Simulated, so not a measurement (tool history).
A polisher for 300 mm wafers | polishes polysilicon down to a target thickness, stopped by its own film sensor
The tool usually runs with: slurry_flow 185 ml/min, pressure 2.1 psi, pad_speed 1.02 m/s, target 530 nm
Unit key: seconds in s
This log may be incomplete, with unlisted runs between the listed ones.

| run | day | slurry_flow | pressure | pad_speed | target | wafers since the last listed run | wafers polished on this pad | hours since the slurry nozzle was cleaned | hours since the head pressure was calibrated | incoming thickness of the incoming film, nm | seconds |
|---|---|---|---|---|---|---|---|---|---|---|---|
| 1 | 0.000 | 185 | 2.1 | 1.02 | 600 | 0 | 2183 | 154.7 | 568.0 | 857.6 | 44.8 |
| 2 | 2.396 | 185 | 2.1 | 1.02 | 530 | 540 | 2723 | 212.2 | 625.5 | 872.1 | 59.6 |
|  | 4.279 | worn pad replaced by a new one |
| 3 | 5.321 | 185 | 2.1 | 1.02 | 530 | 622 | 235 | 282.4 | 695.7 | 855.2 | 57.0 |
| 4 | 6.812 | 185 | 2.1 | 1.02 | 530 | 336 | 571 | 318.2 | 731.5 | 862.2 | 58.7 |
| 5 | 9.446 | 185 | 2.1 | 1.02 | 530 | 594 | 1165 | 381.4 | 794.7 | 879.9 | 61.3 |
| 6 | 11.867 | 185 | 2.1 | 1.02 | 530 | 546 | 1711 | 439.5 | 852.8 | 860.9 | 56.7 |
| 7 | 12.883 | 185 | 2.1 | 1.24 | 530 | 229 | 1941 | 463.9 | 877.2 | 860.5 | 51.6 |
| 8 | 15.796 | 185 | 2.1 | 1.24 | 530 | 656 | 2598 | 533.8 | 947.1 | 856.4 | 50.2 |
| 9 | 18.012 | 185 | 2.1 | 1.02 | 530 | 500 | 3098 | 587.0 | 1000.3 | 872.8 | 61.1 |
|  | 18.979 | worn pad replaced by a new one |
| 10 | 20.175 | 225 | 2.1 | 1.02 | 530 | 450 | 269 | 638.9 | 1052.2 | 860.6 | 58.2 |
| 11 | 22.179 | 225 | 2.1 | 1.02 | 530 | 452 | 721 | 687.0 | 1100.3 | 877.9 | 61.4 |
| 12 | 23.442 | 185 | 2.1 | 1.02 | 530 | 284 | 1006 | 717.3 | 1130.6 | 865.0 | 60.4 |
| 13 | 26.054 | 185 | 2.3 | 1.02 | 530 | 589 | 1595 | 780.0 | 1193.3 | 869.4 | 56.5 |
| 14 | 27.533 | 185 | 2.3 | 1.02 | 530 | 333 | 1929 | 815.5 | 1228.8 | 865.7 | 56.8 |
|  | 29.571 | slurry nozzle cleaned |
| 15 | 29.592 | 185 | 2.6 | 1.02 | 530 | 454 | 2384 | 0.5 | 1278.2 | 863.2 | 47.5 |
| 16 | 31.950 | 185 | 2.6 | 1.02 | 530 | 531 | 2916 | 57.1 | 1334.8 | 849.5 | 45.7 |
|  | 33.517 | head pressure recalibrated |
| 17 | 33.817 | 185 | 2.1 | 1.10 | 530 | 402 | 3318 | 101.9 | 7.2 | 856.3 | 53.2 |
|  | 35.288 | worn pad replaced by a new one |
| 18 | 36.729 | 185 | 2.1 | 1.02 | 530 | 619 | 325 | 171.8 | 77.1 | 852.9 | 55.0 |
| 19 | 37.975 | 185 | 2.1 | 1.02 | 600 | 281 | 606 | 201.7 | 107.0 | 876.5 | 48.2 |
| 20 | 40.475 | 155 | 2.1 | 1.02 | 530 | 563 | 1170 | 261.7 | 167.0 | 857.2 | 56.3 |
| 21 | 43.142 | 185 | 2.1 | 1.34 | 530 | 601 | 1771 | 325.7 | 231.0 | 856.0 | 47.7 |
| 22 | 49.238 | 185 | 2.1 | 1.02 | 530 | 1375 | 3146 | 472.0 | 377.3 | 868.5 | 59.0 |
|  | 49.829 | worn pad replaced by a new one |
| 23 | 51.229 | 225 | 1.6 | 1.20 | 604 | 411 | 315 | 519.8 | 425.1 | 871.9 | 53.0 |
| 24 | 52.671 | 185 | 2.1 | 1.02 | 530 | 325 | 640 | 554.4 | 459.7 | 870.6 | 61.1 |
| 25 | 53.917 | 185 | 2.1 | 1.02 | 530 | 281 | 921 | 584.3 | 489.6 | 855.0 | 57.0 |
| 26 | 55.754 | 160 | 1.5 | 1.02 | 501 | 414 | 1336 | 628.4 | 533.7 | 864.0 | 89.7 |
| 27 | 57.279 | 185 | 2.1 | 1.02 | 530 | 344 | 1680 | 665.0 | 570.3 | 868.6 | 60.1 |
| 28 | 58.992 | 185 | 2.6 | 1.02 | 595 | 386 | 2066 | 706.1 | 611.4 | 855.5 | 38.9 |
|  | 59.438 | slurry nozzle cleaned |
| 29 | 60.238 | 245 | 2.1 | 1.02 | 497 | 271 | 2338 | 19.2 | 641.3 | 859.3 | 60.4 |
| 30 | 62.279 | 170 | 2.1 | 1.28 | 485 | 460 | 2798 | 68.2 | 690.3 | 863.0 | 56.9 |
|  | 63.250 | worn pad replaced by a new one |
| 31 | 63.650 | 185 | 2.3 | 1.02 | 530 | 271 | 89 | 101.1 | 723.2 | 863.3 | 52.5 |
| 32 | 65.129 | 135 | 2.1 | 1.02 | 480 | 333 | 423 | 136.6 | 758.7 | 868.0 | 71.0 |
| 33 | 66.129 | 185 | 1.5 | 1.02 | 530 | 225 | 649 | 160.6 | 782.7 | 848.4 | 73.2 |
| 34 | 68.208 | 185 | 2.1 | 1.02 | 530 | 469 | 1118 | 210.5 | 832.6 | 855.1 | 56.9 |
| 35 | 69.479 | 185 | 2.6 | 1.02 | 444 | 286 | 1404 | 241.0 | 863.1 | 864.8 | 60.2 |
| 36 | 72.054 | 185 | 1.6 | 1.02 | 624 | 580 | 1985 | 302.8 | 924.9 | 845.2 | 47.9 |
| 37 | 74.783 | 185 | 1.4 | 0.78 | 530 | 615 | 2601 | 368.3 | 990.4 | 862.7 | 97.1 |

What differs in the tool's unlogged condition from the final listed run ahead of each entry between runs to the first listed run following it?
Run 2 -> run 3: worn pad replaced by a new one (day 4.279)
  slurry flow missing at the pad, %: 10.1 -> 12.5
  difference, measured minus the result without the unlogged condition, seconds: +0.6 -> +0.7 s
Run 9 -> run 10: worn pad replaced by a new one (day 18.979)
  slurry flow missing at the pad, %: 30 -> 34.3
  difference, measured minus the result without the unlogged condition, seconds: +2.1 -> +2.0 s
Run 14 -> run 15: slurry nozzle cleaned (day 29.571)
  slurry flow missing at the pad, %: 51.3 -> 1.22
  difference, measured minus the result without the unlogged condition, seconds: +3.8 -> +0.1 s
Run 16 -> run 17: head pressure recalibrated (day 33.517)
  slurry flow missing at the pad, %: 1.44 -> 1.91
  difference, measured minus the result without the unlogged condition, seconds: +0.1 -> +0.0 s
Run 17 -> run 18: worn pad replaced by a new one (day 35.288)
  slurry flow missing at the pad, %: 1.91 -> 3.18
  difference, measured minus the result without the unlogged condition, seconds: +0.0 -> +0.1 s
Run 22 -> run 23: worn pad replaced by a new one (day 49.829)
  slurry flow missing at the pad, %: 16 -> 19.2
  difference, measured minus the result without the unlogged condition, seconds: +1.0 -> +0.9 s
Run 28 -> run 29: slurry nozzle cleaned (day 59.438)
  slurry flow missing at the pad, %: 34.3 -> 1.92
  difference, measured minus the result without the unlogged condition, seconds: +1.6 -> +0.1 s
Run 30 -> run 31: worn pad replaced by a new one (day 63.250)
  slurry flow missing at the pad, %: 2.2 -> 2.57
  difference, measured minus the result without the unlogged condition, seconds: +0.1 -> +0.2 s
